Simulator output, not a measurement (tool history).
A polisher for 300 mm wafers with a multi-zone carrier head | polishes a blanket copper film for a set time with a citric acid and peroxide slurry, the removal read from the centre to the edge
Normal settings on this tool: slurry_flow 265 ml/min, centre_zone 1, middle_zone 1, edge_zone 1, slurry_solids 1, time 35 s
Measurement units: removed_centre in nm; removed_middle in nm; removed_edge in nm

run,day,slurry_flow,centre_zone,middle_zone,edge_zone,slurry_solids,time,"incoming thickness of the incoming film, nm",removed_centre,removed_middle,removed_edge
1,0,210,1.12,1,1,0.8,35,780.9,67.6,59.5,60.6
# day 1.588: worn pad replaced by a new one
2,2.154,265,1,1,1,1,35,789.8,64.3,62.9,62.6
# day 2.238: slurry nozzle cleaned
3,3.862,265,1,1,1,1,35,784.1,64.5,63.1,62.8
4,6.025,355,1.04,1,1.05,1,35,794.8,68,63.6,64.9
# day 6.529: edge zone pressure recalibrated
5,8.738,265,1,1,1,1.2,35,796.3,65.7,64.1,65.2
6,11.192,265,1.03,1,1,1,35,801,66.3,61.9,62.4
# day 12.188: carrier head's membrane replaced by a new one
7,12.667,265,1.12,1,0.89,1.2,35,797.8,71.5,63.1,60.4
8,15.533,265,1,1,1,1,35,804.8,63.6,62.8,63
9,17.742,265,1.07,0.92,1,1.1,29,793,56.5,50.2,52.1
10,20.279,265,1,1,0.94,1.15,35,793.1,65.3,64,62.5
# day 21.312: worn pad replaced by a new one
11,21.967,200,1,1,0.92,1,35,788.7,61.3,61.4,58.5
# day 22.688: slurry nozzle cleaned
12,24.6,265,1,1,1,1,35,782,64.2,62,64
13,27.312,265,1,0.91,1,1,41,793.9,74.7,69.2,74.3
# day 28.762: edge zone pressure recalibrated
14,29.012,265,1,1.04,1,1.15,43,798.8,79.4,79.1,78.4
# day 35.483: carrier head's membrane replaced by a new one
15,37.871,265,1,1,1,1.3,35,777.9,64.8,62.7,66.3
16,39.412,265,1,1,1,1.1,35,776.7,63.4,64.6,64.7
17,42.162,265,1,1,1,1,35,784.2,62.5,61.9,62.6
# day 43.692: worn pad replaced by a new one
18,44.417,265,1,1,1,1,44,793.1,77.7,78.2,78.9
# day 45.221: slurry nozzle cleaned
19,46.017,265,1,1,1,1,44,777,77.5,77.7,78.4
20,47.767,355,0.96,1,1,1,35,785.5,60.7,63.4,63.5
# day 49.642: edge zone pressure recalibrated
21,52.529,265,1.07,1,1,1,25,779,46.1,44.5,45.4

Below are 4 alternative next runs, each starting from the tool's condition after run 21. Predict each:
A,52.546,265,1,1,1,1,35,792.2,?,?,?
B,52.546,265,1,1.05,0.96,0.9,35,792.2,?,?,?
C,52.546,265,0.9,0.94,1,1,27,792.2,?,?,?
D,52.546,265,1,1,1,0.85,35,792.2,?,?,?

run,removed_centre,removed_middle,removed_edge
A,60.4,60.5,62.7
B,59.7,61.1,60.6
C,42.9,45.4,48.4
D,59.3,59.3,61.4
What these runs would have given with no unlogged condition in the tool:
run,removed_centre,removed_middle,removed_edge
A,63.5,60.5,62.7
B,62.7,61.1,60.6
C,45.1,45.4,48.4
D,62.2,59.3,61.4
